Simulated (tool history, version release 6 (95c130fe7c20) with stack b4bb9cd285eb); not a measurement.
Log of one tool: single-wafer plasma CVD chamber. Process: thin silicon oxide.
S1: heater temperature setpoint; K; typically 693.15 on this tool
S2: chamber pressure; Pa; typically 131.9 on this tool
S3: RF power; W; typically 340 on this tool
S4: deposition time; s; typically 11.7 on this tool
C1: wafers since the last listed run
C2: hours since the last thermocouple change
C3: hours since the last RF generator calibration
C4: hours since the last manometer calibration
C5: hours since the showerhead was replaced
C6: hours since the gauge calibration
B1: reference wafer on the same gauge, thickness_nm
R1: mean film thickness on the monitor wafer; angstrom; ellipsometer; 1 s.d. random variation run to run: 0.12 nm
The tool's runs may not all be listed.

run	hour	S1	S2	S3	S4	C1	C2	C3	C4	C5	C6	B1	R1
1	0.0	693.15	131.9	340	11.7	0	61.1	772.8	1848.0	2491.2	1294.5	29.135	273.22
2	45.5	682.15	131.9	340	11.7	2028	106.6	818.3	1893.5	2536.7	1340.0	29.136	274.53
3	79.5	682.15	131.9	340	11.7	1515	140.6	852.3	1927.5	2570.7	1374.0	29.141	271.22
4	107.0	689.15	131.9	380	11.7	1225	168.1	879.8	1955.0	2598.2	1401.5	29.198	283.85
5	138.9	688.15	131.9	340	11.7	1422	200.0	911.7	1986.9	2630.1	1433.4	29.203	272.15
6	169.6	686.15	152.8	315	12.6	1368	230.7	942.4	2017.6	2660.8	1464.1	29.227	308.51
7	209.3	693.15	131.9	340	11.7	1769	270.4	982.1	2057.3	2700.5	1503.8	29.291	270.70
8	234.1	693.15	131.9	340	11.7	1105	295.2	1006.9	2082.1	2725.3	1528.6	29.321	272.99
9	265.5	693.15	131.9	280	11.7	1399	326.6	1038.3	2113.5	2756.7	1560.0	29.317	253.22
# hour 291.9: RF generator calibrated
# hour 313.0: gauge calibrated
10	317.6	693.15	117.6	340	11.7	1965	378.7	25.7	2165.6	2808.8	4.6	28.576	247.43
11	352.2	693.15	131.9	340	11.7	1542	413.3	60.3	2200.2	2843.4	39.2	28.546	267.84
12	470.1	686.15	140.4	380	11.0	5255	531.2	178.2	2318.1	2961.3	157.1	28.547	266.77
13	526.4	693.15	131.9	340	11.7	2509	587.5	234.5	2374.4	3017.6	213.4	28.569	265.80
# hour 577.6: showerhead replaced
14	578.1	693.15	131.9	400	10.4	1948	639.2	286.2	2426.1	0.5	265.1	28.558	249.04
15	626.1	693.15	153.5	340	11.7	2139	687.2	334.2	2474.1	48.5	313.1	28.595	287.08
16	667.7	693.15	131.9	340	13.5	1854	728.8	375.8	2515.7	90.1	354.7	28.574	306.54
17	702.2	684.15	131.9	285	12.4	1537	763.3	410.3	2550.2	124.6	389.2	28.590	266.06
18	737.3	693.15	117.2	300	11.7	1564	798.4	445.4	2585.3	159.7	424.3	28.605	236.56
# hour 829.9: capacitance manometer re-zeroed and calibrated
19	938.4	693.15	131.9	340	11.7	8608	999.5	646.5	108.5	360.8	625.4	28.691	267.96
20	979.4	693.15	131.9	340	11.7	1827	1040.5	687.5	149.5	401.8	666.4	28.697	267.42
21	1035.0	683.15	131.9	340	11.7	2478	1096.1	743.1	205.1	457.4	722.0	28.732	265.88
# hour 1081.4: thermocouple changed; heater temperature recalibrated
22	1090.4	693.15	120.5	305	9.4	2113	9.0	798.5	260.5	512.8	777.4	28.751	196.14
23	1119.5	693.15	160.8	370	11.7	1297	38.1	827.6	289.6	541.9	806.5	28.767	304.12
24	1186.6	698.15	131.9	340	11.7	2991	105.2	894.7	356.7	609.0	873.6	28.779	268.24
25	1242.9	687.15	109.9	340	13.6	2509	161.5	951.0	413.0	665.3	929.9	28.769	278.74
# hour 1265.6: RF generator calibrated
26	1309.9	693.15	131.9	400	10.4	2630	228.5	44.3	480.0	732.3	996.9	28.825	252.16
27	1343.8	684.15	131.9	385	11.7	1511	262.4	78.2	513.9	766.2	1030.8	28.832	283.12
28	1414.9	693.15	131.9	340	11.7	3169	333.5	149.3	585.0	837.3	1101.9	28.925	269.11

Below are 4 alternative next runs, each starting from the tool's condition after run 28. Predict each:
A	1415.3	693.15	159.3	340	11.7	17	333.9	149.7	585.4	837.7	1102.3	?	?
B	1415.3	682.15	108.1	305	11.7	17	333.9	149.7	585.4	837.7	1102.3	?	?
C	1415.3	693.15	131.9	325	11.7	17	333.9	149.7	585.4	837.7	1102.3	?	?
D	1415.3	693.15	146.3	340	11.7	17	333.9	149.7	585.4	837.7	1102.3	?	?

run	B1	R1
A	28.910	297.54
B	28.910	231.09
C	28.910	265.42
D	28.910	284.48
Had the tool no hidden state, the same runs would have come out as:
run	R1
A	294.23
B	228.52
C	262.47
D	281.32
